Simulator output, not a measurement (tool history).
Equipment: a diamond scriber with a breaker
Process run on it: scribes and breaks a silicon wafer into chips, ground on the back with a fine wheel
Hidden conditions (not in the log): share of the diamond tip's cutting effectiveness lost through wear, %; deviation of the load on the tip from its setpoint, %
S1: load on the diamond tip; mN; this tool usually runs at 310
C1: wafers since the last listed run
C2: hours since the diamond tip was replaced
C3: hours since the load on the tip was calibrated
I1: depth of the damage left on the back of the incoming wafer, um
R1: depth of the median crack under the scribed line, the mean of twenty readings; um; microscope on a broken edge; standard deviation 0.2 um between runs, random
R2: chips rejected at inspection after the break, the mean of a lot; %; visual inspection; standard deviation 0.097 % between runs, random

{"run": 1, "hour": 0.0, "S1": 255, "C1": 0, "C2": 80.4, "C3": 1093.4, "I1": 1.84, "R1": 8.04, "R2": 7.86}
{"run": 2, "hour": 64.6, "S1": 255, "C1": 361, "C2": 145.0, "C3": 1158.0, "I1": 2.11, "R1": 8.11, "R2": 9.13}
{"run": 3, "hour": 107.0, "S1": 382, "C1": 237, "C2": 187.4, "C3": 1200.4, "I1": 2.65, "R1": 11.77, "R2": 6.31}
{"run": 4, "hour": 160.6, "S1": 310, "C1": 300, "C2": 241.0, "C3": 1254.0, "I1": 2.45, "R1": 9.77, "R2": 2.97}
{"run": 5, "hour": 210.2, "S1": 345, "C1": 277, "C2": 290.6, "C3": 1303.6, "I1": 2.75, "R1": 10.28, "R2": 2.92}
{"run": 6, "hour": 246.3, "S1": 310, "C1": 202, "C2": 326.7, "C3": 1339.7, "I1": 2.27, "R1": 9.33, "R2": 3.1}
{"hour": 259.1, "done": "diamond tip replaced by a new one"}
{"run": 7, "hour": 319.7, "S1": 310, "C1": 399, "C2": 60.6, "C3": 1413.1, "I1": 2.47, "R1": 9.04, "R2": 5.64}
{"run": 8, "hour": 415.6, "S1": 310, "C1": 537, "C2": 156.5, "C3": 1509.0, "I1": 2.81, "R1": 8.33, "R2": 7.39}
{"run": 9, "hour": 471.9, "S1": 277, "C1": 315, "C2": 212.8, "C3": 1565.3, "I1": 2.88, "R1": 7.54, "R2": 16.13}
{"run": 10, "hour": 545.7, "S1": 310, "C1": 413, "C2": 286.6, "C3": 1639.1, "I1": 2.94, "R1": 8.38, "R2": 9.86}
{"run": 11, "hour": 594.7, "S1": 276, "C1": 274, "C2": 335.6, "C3": 1688.1, "I1": 2.57, "R1": 7.35, "R2": 19.38}
{"hour": 653.0, "done": "load on the tip recalibrated"}
{"hour": 666.2, "done": "diamond tip replaced by a new one, repeated, since the last time left the tool worse"}
{"run": 12, "hour": 669.5, "S1": 276, "C1": 396, "C2": 3.3, "C3": 16.5, "I1": 1.98, "R1": 8.7, "R2": 3.95}
{"run": 13, "hour": 717.3, "S1": 276, "C1": 267, "C2": 51.1, "C3": 64.3, "I1": 2.83, "R1": 9.08, "R2": 5.72}
{"run": 14, "hour": 803.9, "S1": 379, "C1": 484, "C2": 137.7, "C3": 150.9, "I1": 2.08, "R1": 11.98, "R2": 6.01}
{"run": 15, "hour": 864.0, "S1": 310, "C1": 336, "C2": 197.8, "C3": 211.0, "I1": 1.59, "R1": 9.59, "R2": 1.58}
{"run": 16, "hour": 945.8, "S1": 375, "C1": 458, "C2": 279.6, "C3": 292.8, "I1": 1.75, "R1": 10.98, "R2": 3.78}
{"hour": 986.9, "done": "diamond tip replaced by a new one"}
{"run": 17, "hour": 1014.0, "S1": 375, "C1": 370, "C2": 27.1, "C3": 361.0, "I1": 2.62, "R1": 12.01, "R2": 6.74}
{"run": 18, "hour": 1074.2, "S1": 342, "C1": 337, "C2": 87.3, "C3": 421.2, "I1": 2.62, "R1": 10.91, "R2": 3.62}
{"run": 19, "hour": 1177.6, "S1": 236, "C1": 579, "C2": 190.7, "C3": 524.6, "I1": 2.87, "R1": 7.59, "R2": 18.05}
{"hour": 1267.4, "done": "diamond tip replaced by a new one"}
{"run": 20, "hour": 1274.2, "S1": 235, "C1": 529, "C2": 6.8, "C3": 621.2, "I1": 2.7, "R1": 7.4, "R2": 16.35}
{"run": 21, "hour": 1317.5, "S1": 281, "C1": 242, "C2": 50.1, "C3": 664.5, "I1": 1.57, "R1": 9.08, "R2": 3.04}
{"run": 22, "hour": 1425.3, "S1": 310, "C1": 603, "C2": 157.9, "C3": 772.3, "I1": 2.88, "R1": 10.16, "R2": 3.44}
{"run": 23, "hour": 1489.7, "S1": 285, "C1": 360, "C2": 222.3, "C3": 836.7, "I1": 2.5, "R1": 9.1, "R2": 4.79}
{"run": 24, "hour": 1543.2, "S1": 310, "C1": 299, "C2": 275.8, "C3": 890.2, "I1": 2.11, "R1": 9.51, "R2": 2.36}
{"hour": 1564.4, "done": "diamond tip replaced by a new one"}
{"run": 25, "hour": 1594.7, "S1": 355, "C1": 277, "C2": 30.3, "C3": 941.7, "I1": 1.5, "R1": 11.27, "R2": 3.96}
{"run": 26, "hour": 1642.1, "S1": 230, "C1": 265, "C2": 77.7, "C3": 989.1, "I1": 2.08, "R1": 7.31, "R2": 17.56}

Run-by-run hidden state of the tool:
deviation of the load on the tip from its setpoint, %: 0 in every run
H1: share of the diamond tip's cutting effectiveness lost through wear, %
run=1 H1=1.14
run=2 H1=2.46
run=3 H1=3.75
run=4 H1=5.84
run=5 H1=8.24
run=6 H1=10.3
run=7 H1=18
run=8 H1=19.9
run=9 H1=21.8
run=10 H1=25.2
run=11 H1=27.9
run=12 H1=0.372
run=13 H1=0.609
run=14 H1=2.1
run=15 H1=3.93
run=16 H1=7.49
run=17 H1=0.779
run=18 H1=1.41
run=19 H1=4.03
run=20 H1=0.0927
run=21 H1=0.317
run=22 H1=2.36
run=23 H1=4.59
run=24 H1=7.02
run=25 H1=0.692
run=26 H1=1.16

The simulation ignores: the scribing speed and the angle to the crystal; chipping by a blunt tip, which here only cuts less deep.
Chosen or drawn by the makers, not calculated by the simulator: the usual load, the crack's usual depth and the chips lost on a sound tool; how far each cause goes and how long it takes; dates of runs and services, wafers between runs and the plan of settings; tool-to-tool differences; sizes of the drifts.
